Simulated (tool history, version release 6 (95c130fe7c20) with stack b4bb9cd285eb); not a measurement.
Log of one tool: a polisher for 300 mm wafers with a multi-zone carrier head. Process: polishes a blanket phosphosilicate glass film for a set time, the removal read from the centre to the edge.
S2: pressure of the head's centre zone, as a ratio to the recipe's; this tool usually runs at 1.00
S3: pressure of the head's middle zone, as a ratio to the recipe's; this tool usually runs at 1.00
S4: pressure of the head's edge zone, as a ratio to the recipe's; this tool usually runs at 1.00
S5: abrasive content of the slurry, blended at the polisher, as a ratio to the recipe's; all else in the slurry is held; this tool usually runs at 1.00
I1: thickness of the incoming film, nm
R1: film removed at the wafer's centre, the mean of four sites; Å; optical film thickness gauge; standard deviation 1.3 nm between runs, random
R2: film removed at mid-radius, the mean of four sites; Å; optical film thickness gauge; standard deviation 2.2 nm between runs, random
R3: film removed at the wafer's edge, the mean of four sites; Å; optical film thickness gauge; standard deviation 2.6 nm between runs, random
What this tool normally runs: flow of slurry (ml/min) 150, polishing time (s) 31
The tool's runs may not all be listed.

Run 1, hour 0.0: usual settings; I1 4039.9. Result: R1 1924 Å, R2 1844 Å, R3 1872 Å.
Run 2, hour 61.4: usual settings; I1 4068.8. Result: R1 1931 Å, R2 1884 Å, R3 1869 Å.
Run 3, hour 342.9: usual settings; I1 4034.9. Result: R1 1925 Å, R2 1890 Å, R3 1906 Å.
Run 4, hour 404.5: usual settings but S3 0.94; I1 4082.1. Result: R1 1918 Å, R2 1798 Å, R3 1860 Å.
Run 5, hour 441.2: usual settings but S3 0.94; I1 4066.8. Result: R1 1921 Å, R2 1751 Å, R3 1894 Å.
Run 6, hour 544.5: usual settings but polishing time (s) 26; I1 4145.4. Result: R1 1610 Å, R2 1562 Å, R3 1590 Å.
Run 7, hour 623.4: usual settings; I1 4037.6. Result: R1 1908 Å, R2 1867 Å, R3 1860 Å.
Run 8, hour 677.2: usual settings; I1 4064.3. Result: R1 1926 Å, R2 1892 Å, R3 1853 Å.
Run 9, hour 742.7: usual settings but S3 0.96; I1 4094.9. Result: R1 1902 Å, R2 1794 Å, R3 1900 Å.
Run 10, hour 789.2: usual settings; I1 4080.9. Result: R1 1887 Å, R2 1877 Å, R3 1892 Å.
Run 11, hour 867.4: usual settings but flow of slurry (ml/min) 170, S2 1.08, S4 0.90, S5 0.85; I1 4034.5. Result: R1 1913 Å, R2 1706 Å, R3 1637 Å.
Run 12, hour 968.0: usual settings but flow of slurry (ml/min) 195; I1 4109.7. Result: R1 2000 Å, R2 1961 Å, R3 1897 Å.
Run 13, hour 1045.7: usual settings but S2 1.05, S5 0.80, polishing time (s) 27; I1 4081.8. Result: R1 1498 Å, R2 1401 Å, R3 1397 Å.
Run 14, hour 1111.6: usual settings but S2 1.09, S3 0.89; I1 4063.9. Result: R1 2078 Å, R2 1714 Å, R3 1878 Å.
Run 15, hour 1363.3: usual settings but S2 0.95, S4 0.96; I1 4106.4. Result: R1 1835 Å, R2 1839 Å, R3 1884 Å.
Run 16, hour 1450.5: usual settings but S3 0.94; I1 4061.5. Result: R1 1915 Å, R2 1763 Å, R3 1921 Å.
Run 17, hour 1500.0: usual settings; I1 4007.2. Result: R1 1924 Å, R2 1861 Å, R3 1859 Å.
Run 18, hour 1594.6: usual settings but S2 0.95; I1 4143.9. Result: R1 1817 Å, R2 1850 Å, R3 1852 Å.
Run 19, hour 1702.0: usual settings; I1 4126.8. Result: R1 1913 Å, R2 1888 Å, R3 1871 Å.
Run 20, hour 1789.4: usual settings but S3 1.09, S4 0.94, S5 1.25, polishing time (s) 22; I1 4058.9. Result: R1 1538 Å, R2 1625 Å, R3 1450 Å.
Run 21, hour 1828.9: usual settings; I1 4097.7. Result: R1 1893 Å, R2 1880 Å, R3 1865 Å.
Run 22, hour 1866.2: usual settings but flow of slurry (ml/min) 200, S2 1.09, S4 0.88, S5 0.85; I1 4129.9. Result: R1 1991 Å, R2 1789 Å, R3 1667 Å.

The log once held 18 entries between its listed runs, left out of this copy. Where does each go, and what is different about the tool's unlogged condition between the listed run before it and the listed run after it?
After run 1, before run 2: carrier head's membrane replaced by a new one (hour 6.3); edge zone pressure recalibrated (hour 43.8)
  nothing in the hidden state changes from one run to the other
After run 2, before run 3: slurry nozzle cleaned (hour 208.2); worn pad replaced by a new one (hour 302.1)
  nothing in the hidden state changes from one run to the other
After run 5, before run 6: centre zone pressure recalibrated (hour 525.0)
  nothing in the hidden state changes from one run to the other
After run 6, before run 7: slurry nozzle cleaned (hour 582.3)
  nothing in the hidden state changes from one run to the other
After run 8, before run 9: edge zone pressure recalibrated (hour 719.7); worn pad replaced by a new one (hour 742.2)
  nothing in the hidden state changes from one run to the other
After run 10, before run 11: carrier head's membrane replaced by a new one (hour 847.7)
  nothing in the hidden state changes from one run to the other
After run 12, before run 13: slurry nozzle cleaned (hour 975.0)
  nothing in the hidden state changes from one run to the other
After run 13, before run 14: centre zone pressure recalibrated (hour 1087.9)
  nothing in the hidden state changes from one run to the other
After run 14, before run 15: worn pad replaced by a new one (hour 1149.3)
  nothing in the hidden state changes from one run to the other
After run 15, before run 16: slurry nozzle cleaned (hour 1391.1); edge zone pressure recalibrated (hour 1437.0)
  nothing in the hidden state changes from one run to the other
After run 17, before run 18: worn pad replaced by a new one (hour 1569.7)
  nothing in the hidden state changes from one run to the other
After run 18, before run 19: centre zone pressure recalibrated (hour 1653.7)
  nothing in the hidden state changes from one run to the other
After run 19, before run 20: slurry nozzle cleaned (hour 1764.8)
  nothing in the hidden state changes from one run to the other
After run 20, before run 21: carrier head's membrane replaced by a new one (hour 1795.0)
  nothing in the hidden state changes from one run to the other
